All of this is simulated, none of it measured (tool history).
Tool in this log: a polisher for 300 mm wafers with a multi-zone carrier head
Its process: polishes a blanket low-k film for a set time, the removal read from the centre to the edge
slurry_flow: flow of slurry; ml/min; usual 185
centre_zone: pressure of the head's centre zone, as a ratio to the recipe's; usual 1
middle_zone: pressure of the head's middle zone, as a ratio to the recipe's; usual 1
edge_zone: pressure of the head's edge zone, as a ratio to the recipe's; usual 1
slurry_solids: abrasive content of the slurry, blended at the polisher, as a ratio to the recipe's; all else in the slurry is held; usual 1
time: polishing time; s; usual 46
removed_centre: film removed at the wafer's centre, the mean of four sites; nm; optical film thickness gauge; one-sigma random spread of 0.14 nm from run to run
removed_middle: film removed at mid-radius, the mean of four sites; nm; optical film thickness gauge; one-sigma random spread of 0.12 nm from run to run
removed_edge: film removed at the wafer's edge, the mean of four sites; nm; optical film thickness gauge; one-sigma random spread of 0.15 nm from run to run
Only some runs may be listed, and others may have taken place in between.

run,day,slurry_flow,centre_zone,middle_zone,edge_zone,slurry_solids,time,"incoming thickness of the incoming film, nm",removed_centre,removed_middle,removed_edge
1,0,185,1,1,1,1,46,643.5,13.5,13.8,13.5
2,1.725,185,1,1,1,1,46,640.8,13.7,13.7,13.5
# day 6.425: worn pad replaced by a new one
# day 8.112: carrier head's membrane replaced by a new one
3,11.208,185,1,1,0.92,1,46,635.9,13.6,13.8,13
# day 12.971: slurry nozzle cleaned
4,14.15,185,1,1,0.92,1,46,641.4,13.6,13.8,13
5,16.262,185,1,1,0.92,1,46,636.3,13.5,13.5,12.6
# day 16.975: worn pad replaced by a new one
# day 18.621: centre zone pressure recalibrated
6,18.642,185,1,1,1,1,46,628.8,12.6,12.6,12.1
7,21.604,185,1,1,1,1,46,633,12.2,12.4,12.1
8,24.567,185,1,1,1,1,46,638.5,12,12,11.7
# day 26.9: worn pad replaced by a new one, repeated, since the last time left the tool worse
# day 28.179: edge zone pressure recalibrated
9,28.367,185,1,1,1,1,46,636.4,14.2,14.3,13.9
10,31.521,185,1.09,1,1.05,1,46,637.7,15,13.8,13.9
# day 34.388: slurry nozzle cleaned
# day 34.621: carrier head's membrane replaced by a new one
11,34.667,185,1.06,1,1.09,1.25,51,643.7,17.6,16.9,17.2
12,36.862,240,1,1.06,0.96,1,46,628.2,14,14.8,13.5
# day 38.292: worn pad replaced by a new one
13,39.512,185,1,1.09,1,0.8,46,651.9,12.8,13.6,12.4
14,41.288,185,1,1,0.92,1,46,643.8,14.1,14,13.3
15,44.358,185,1,1,1,1.1,46,642.7,14.1,14.3,14.2
16,45.892,185,1,1,1,1,46,635.5,13.4,13.8,13.5
17,48.646,185,1,0.94,1,1,46,645.9,13.5,13.1,13.4
# day 49.625: worn pad replaced by a new one
18,52.938,185,1,1,1,1,46,641,13.9,13.9,13.6

Below, some changes in removed_centre between adjacent runs. For each, the amount present without the hidden state too (settings, incoming material, random variation) and the amount remaining for the hidden state with gauge scatter not shared by both compared results:
The hidden state here: removal rate lost through wear of the pad, %; slurry flow missing at the pad, %; deviation of the centre zone's pressure from its setpoint, %; deviation of the edge zone's pressure from its setpoint, %.
Run 8 -> 9: worn pad replaced by a new one, repeated, since the last time left the tool worse, edge zone pressure recalibrated. removed_centre +2.2 nm: hidden state +2.2, all else +0.
Run 11 -> 12: slurry_flow 185 -> 240, centre_zone 1.06 -> 1, middle_zone 1 -> 1.06, edge_zone 1.09 -> 0.96, slurry_solids 1.25 -> 1, time 51 -> 46. removed_centre -3.6 nm: hidden state +0.3, all else -3.9.
